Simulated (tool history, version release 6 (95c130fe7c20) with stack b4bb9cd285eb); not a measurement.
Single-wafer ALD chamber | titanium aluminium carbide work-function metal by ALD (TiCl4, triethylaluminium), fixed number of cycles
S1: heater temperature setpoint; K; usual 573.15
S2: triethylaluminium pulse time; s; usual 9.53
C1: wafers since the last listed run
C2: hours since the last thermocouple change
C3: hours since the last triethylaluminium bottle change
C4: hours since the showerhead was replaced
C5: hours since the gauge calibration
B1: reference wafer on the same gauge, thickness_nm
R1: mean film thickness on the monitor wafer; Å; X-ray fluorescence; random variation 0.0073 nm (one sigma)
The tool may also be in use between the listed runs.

run 1 day=0.000 | S1=569.15 S2=9.53 | C1=0 C2=2346.0 C3=1587.3 C4=4978.8 C5=220.4 | B1=1.720 | R1=17.51
run 2 day=1.696 | S1=569.15 S2=9.53 | C1=440 C2=2386.7 C3=1628.0 C4=5019.5 C5=261.1 | B1=1.720 | R1=17.40
run 3 day=2.900 | S1=569.15 S2=9.53 | C1=312 C2=2415.6 C3=1656.9 C4=5048.4 C5=290.0 | B1=1.721 | R1=17.53
run 4 day=5.392 | S1=577.15 S2=6.64 | C1=646 C2=2475.4 C3=1716.7 C4=5108.2 C5=349.8 | B1=1.721 | R1=15.98
run 5 day=7.854 | S1=573.15 S2=7.46 | C1=639 C2=2534.5 C3=1775.8 C4=5167.3 C5=408.9 | B1=1.722 | R1=16.58
run 6 day=8.962 | S1=573.15 S2=7.46 | C1=287 C2=2561.1 C3=1802.4 C4=5193.9 C5=435.5 | B1=1.720 | R1=16.67
run 7 day=11.512 | S1=573.15 S2=7.46 | C1=662 C2=2622.3 C3=1863.6 C4=5255.1 C5=496.7 | B1=1.719 | R1=16.60
run 8 day=13.054 | S1=573.15 S2=9.53 | C1=400 C2=2659.3 C3=1900.6 C4=5292.1 C5=533.7 | B1=1.720 | R1=17.93
run 9 day=14.788 | S1=573.15 S2=9.53 | C1=450 C2=2700.9 C3=1942.2 C4=5333.7 C5=575.3 | B1=1.721 | R1=17.83
run 10 day=17.058 | S1=573.15 S2=9.53 | C1=589 C2=2755.4 C3=1996.7 C4=5388.2 C5=629.8 | B1=1.720 | R1=17.65
run 11 day=19.112 | S1=573.15 S2=9.53 | C1=533 C2=2804.7 C3=2046.0 C4=5437.5 C5=679.1 | B1=1.720 | R1=17.93
run 12 day=21.217 | S1=573.15 S2=9.53 | C1=546 C2=2855.2 C3=2096.5 C4=5488.0 C5=729.6 | B1=1.720 | R1=17.82
-- day=21.850 thermocouple changed; heater temperature recalibrated
run 13 day=23.146 | S1=573.15 S2=9.53 | C1=414 C2=31.1 C3=2142.8 C4=5534.3 C5=775.9 | B1=1.721 | R1=17.84
-- day=24.425 gauge calibrated
run 14 day=24.921 | S1=581.15 S2=13.08 | C1=460 C2=73.7 C3=2185.4 C4=5576.9 C5=11.9 | B1=1.718 | R1=19.07
-- day=26.900 triethylaluminium bottle replaced
run 15 day=26.946 | S1=562.15 S2=7.43 | C1=439 C2=122.3 C3=1.1 C4=5625.5 C5=60.5 | B1=1.722 | R1=15.70
run 16 day=29.100 | S1=573.15 S2=6.00 | C1=559 C2=174.0 C3=52.8 C4=5677.2 C5=112.2 | B1=1.720 | R1=14.86
run 17 day=31.079 | S1=573.15 S2=9.53 | C1=513 C2=221.5 C3=100.3 C4=5724.7 C5=159.7 | B1=1.720 | R1=17.78
-- day=32.671 showerhead replaced
run 18 day=34.029 | S1=569.15 S2=9.53 | C1=679 C2=292.3 C3=171.1 C4=32.6 C5=230.5 | B1=1.720 | R1=17.46
run 19 day=35.300 | S1=578.15 S2=9.53 | C1=329 C2=322.8 C3=201.6 C4=63.1 C5=261.0 | B1=1.719 | R1=18.27
run 20 day=38.212 | S1=573.15 S2=11.89 | C1=756 C2=392.7 C3=271.5 C4=133.0 C5=330.9 | B1=1.720 | R1=18.27
run 21 day=39.883 | S1=573.15 S2=7.46 | C1=433 C2=432.8 C3=311.6 C4=173.1 C5=371.0 | B1=1.720 | R1=16.71
run 22 day=41.454 | S1=565.15 S2=12.72 | C1=407 C2=470.5 C3=349.3 C4=210.8 C5=408.7 | B1=1.720 | R1=17.69
run 23 day=42.829 | S1=582.15 S2=13.03 | C1=357 C2=503.5 C3=382.3 C4=243.8 C5=441.7 | B1=1.720 | R1=19.14
run 24 day=44.942 | S1=586.15 S2=9.53 | C1=548 C2=554.2 C3=433.0 C4=294.5 C5=492.4 | B1=1.720 | R1=18.90
run 25 day=46.538 | S1=560.15 S2=11.95 | C1=414 C2=592.5 C3=471.3 C4=332.8 C5=530.7 | B1=1.722 | R1=17.21

3 ways to go on from here, each from the tool as it stands after run 25. What would each give?
run A day=46.554 | S1=573.15 S2=9.53 | C1=4 C2=592.9 C3=471.7 C4=333.2 C5=531.1 | B1=? | R1=?
run B day=46.554 | S1=567.15 S2=12.85 | C1=4 C2=592.9 C3=471.7 C4=333.2 C5=531.1 | B1=? | R1=?
run C day=46.554 | S1=563.15 S2=11.37 | C1=4 C2=592.9 C3=471.7 C4=333.2 C5=531.1 | B1=? | R1=?

run=A B1=1.721 R1=17.80
run=B B1=1.721 R1=17.83
run=C B1=1.721 R1=17.35
Without the tool's hidden state the same runs would have given:
run=A R1=17.80
run=B R1=17.83
run=C R1=17.35
